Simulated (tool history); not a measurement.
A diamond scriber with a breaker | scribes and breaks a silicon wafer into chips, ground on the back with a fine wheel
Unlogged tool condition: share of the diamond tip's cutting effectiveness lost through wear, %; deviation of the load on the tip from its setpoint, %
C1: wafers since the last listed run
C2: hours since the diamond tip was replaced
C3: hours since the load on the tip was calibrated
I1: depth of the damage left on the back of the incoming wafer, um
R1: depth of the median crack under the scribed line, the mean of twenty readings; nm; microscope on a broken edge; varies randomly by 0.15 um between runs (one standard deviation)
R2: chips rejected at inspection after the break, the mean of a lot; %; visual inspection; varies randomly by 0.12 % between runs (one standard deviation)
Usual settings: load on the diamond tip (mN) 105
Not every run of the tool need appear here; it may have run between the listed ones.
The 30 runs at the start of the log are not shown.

{"run": 31, "hour": 2191.3, "load on the diamond tip (mN)": 74, "C1": 93, "C2": 116.7, "C3": 1564.2, "I1": 2.55, "R1": 9190, "R2": 7.47}
{"run": 32, "hour": 2236.0, "load on the diamond tip (mN)": 121, "C1": 73, "C2": 161.4, "C3": 1608.9, "I1": 2.65, "R1": 11440, "R2": 3.19}
{"run": 33, "hour": 2328.1, "load on the diamond tip (mN)": 120, "C1": 150, "C2": 253.5, "C3": 1701.0, "I1": 2.85, "R1": 11360, "R2": 3.54}
{"hour": 2360.7, "done": "load on the tip recalibrated"}
{"run": 34, "hour": 2399.5, "load on the diamond tip (mN)": 137, "C1": 113, "C2": 324.9, "C3": 38.8, "I1": 2.38, "R1": 11990, "R2": 2.62}
{"run": 35, "hour": 2473.2, "load on the diamond tip (mN)": 78, "C1": 120, "C2": 398.6, "C3": 112.5, "I1": 1.55, "R1": 8970, "R2": 6.72}
{"run": 36, "hour": 2548.9, "load on the diamond tip (mN)": 105, "C1": 123, "C2": 474.3, "C3": 188.2, "I1": 2.1, "R1": 10110, "R2": 3.55}
{"run": 37, "hour": 2605.5, "load on the diamond tip (mN)": 88, "C1": 92, "C2": 530.9, "C3": 244.8, "I1": 2.43, "R1": 9350, "R2": 6.4}
{"run": 38, "hour": 2703.4, "load on the diamond tip (mN)": 134, "C1": 160, "C2": 628.8, "C3": 342.7, "I1": 1.5, "R1": 11260, "R2": 2.0}
{"run": 39, "hour": 2744.0, "load on the diamond tip (mN)": 105, "C1": 66, "C2": 669.4, "C3": 383.3, "I1": 1.95, "R1": 10080, "R2": 3.52}
{"run": 40, "hour": 2824.5, "load on the diamond tip (mN)": 136, "C1": 131, "C2": 749.9, "C3": 463.8, "I1": 2.14, "R1": 11510, "R2": 2.46}
{"run": 41, "hour": 2969.8, "load on the diamond tip (mN)": 105, "C1": 237, "C2": 895.2, "C3": 609.1, "I1": 1.68, "R1": 9970, "R2": 3.65}
{"hour": 2988.6, "done": "diamond tip replaced by a new one"}
{"run": 42, "hour": 3037.8, "load on the diamond tip (mN)": 105, "C1": 107, "C2": 49.2, "C3": 677.1, "I1": 1.69, "R1": 10980, "R2": 2.18}

Here are 3 independent what-if runs from the current tool condition. What would each one return?
{"run": "A", "hour": 3038.4, "load on the diamond tip (mN)": 105, "C1": 0, "C2": 49.8, "C3": 677.7, "I1": 1.82, "R1": "?", "R2": "?"}
{"run": "B", "hour": 3038.4, "load on the diamond tip (mN)": 81, "C1": 0, "C2": 49.8, "C3": 677.7, "I1": 1.82, "R1": "?", "R2": "?"}
{"run": "C", "hour": 3038.4, "load on the diamond tip (mN)": 76, "C1": 0, "C2": 49.8, "C3": 677.7, "I1": 1.82, "R1": "?", "R2": "?"}

run=A R1=10860 R2=2.44
run=B R1=9650 R2=4.66
run=C R1=9380 R2=5.53
Stripped of hidden state, with their random variation kept, the same runs would have yielded:
run=A R1=11280 R2=2.25
run=B R1=10020 R2=3.68
run=C R1=9750 R2=4.37
